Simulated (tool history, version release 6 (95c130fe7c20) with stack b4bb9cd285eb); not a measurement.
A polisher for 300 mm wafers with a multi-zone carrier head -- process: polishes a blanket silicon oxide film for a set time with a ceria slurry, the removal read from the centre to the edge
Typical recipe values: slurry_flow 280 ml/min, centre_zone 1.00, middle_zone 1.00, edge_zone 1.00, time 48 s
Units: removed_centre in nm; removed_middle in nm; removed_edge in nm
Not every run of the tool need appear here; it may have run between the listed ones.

run   hour  slurry_flow  centre_zone  middle_zone  edge_zone  time  incoming thickness of the incoming film, nm  removed_centre  removed_middle  removed_edge
  1    0.0          340         0.88         1.00       0.90    65                                        932.4           204.2           229.7         215.7
  2   47.6          280         0.91         1.08       1.09    64                                        918.5           198.9           230.1         224.3
  3  106.6          280         1.00         1.00       1.00    48                                        925.9           165.0           160.3         160.9
  4  177.5          340         0.93         0.93       1.00    58                                        934.5           188.5           187.6         196.2
  5  259.3          280         0.95         1.10       1.00    48                                        949.1           153.3           168.2         160.6
     299.8  -- slurry nozzle cleaned
  6  300.3          280         1.00         1.00       1.00    48                                        931.4           170.4           162.6         165.8
     312.3  -- centre zone pressure recalibrated
  7  361.6          280         1.00         1.00       1.11    56                                        943.5           195.0           195.2         200.3
  8  460.3          185         1.00         1.00       1.08    48                                        926.7           159.1           157.6         160.1
     475.4  -- carrier head's membrane replaced by a new one
     496.1  -- worn pad replaced by a new one
     524.6  -- edge zone pressure recalibrated
  9  538.5          280         1.00         1.00       1.00    48                                        931.3           165.8           160.9         163.9
 10  581.5          280         1.00         1.08       1.06    61                                        920.2           213.0           218.4         211.9
 11  637.4          280         1.00         1.00       1.00    48                                        928.7           165.5           162.0         163.2
 12  744.0          245         1.07         1.00       1.00    48                                        922.8           171.8           155.0         158.5
 13  783.2          215         0.95         1.08       1.00    55                                        942.2           170.2           184.3         175.2

The next listed run, before its measurement:
 14  821.9          355         1.00         1.00       1.00    48                                        934.6               ?               ?             ?

Run 14 yielded removed_centre 165.8 nm, removed_middle 161.3 nm, removed_edge 163.5 nm.
With no hidden state in the tool, this same run would have given removed_centre 173.2 nm, removed_middle 167.9 nm, removed_edge 168.5 nm.

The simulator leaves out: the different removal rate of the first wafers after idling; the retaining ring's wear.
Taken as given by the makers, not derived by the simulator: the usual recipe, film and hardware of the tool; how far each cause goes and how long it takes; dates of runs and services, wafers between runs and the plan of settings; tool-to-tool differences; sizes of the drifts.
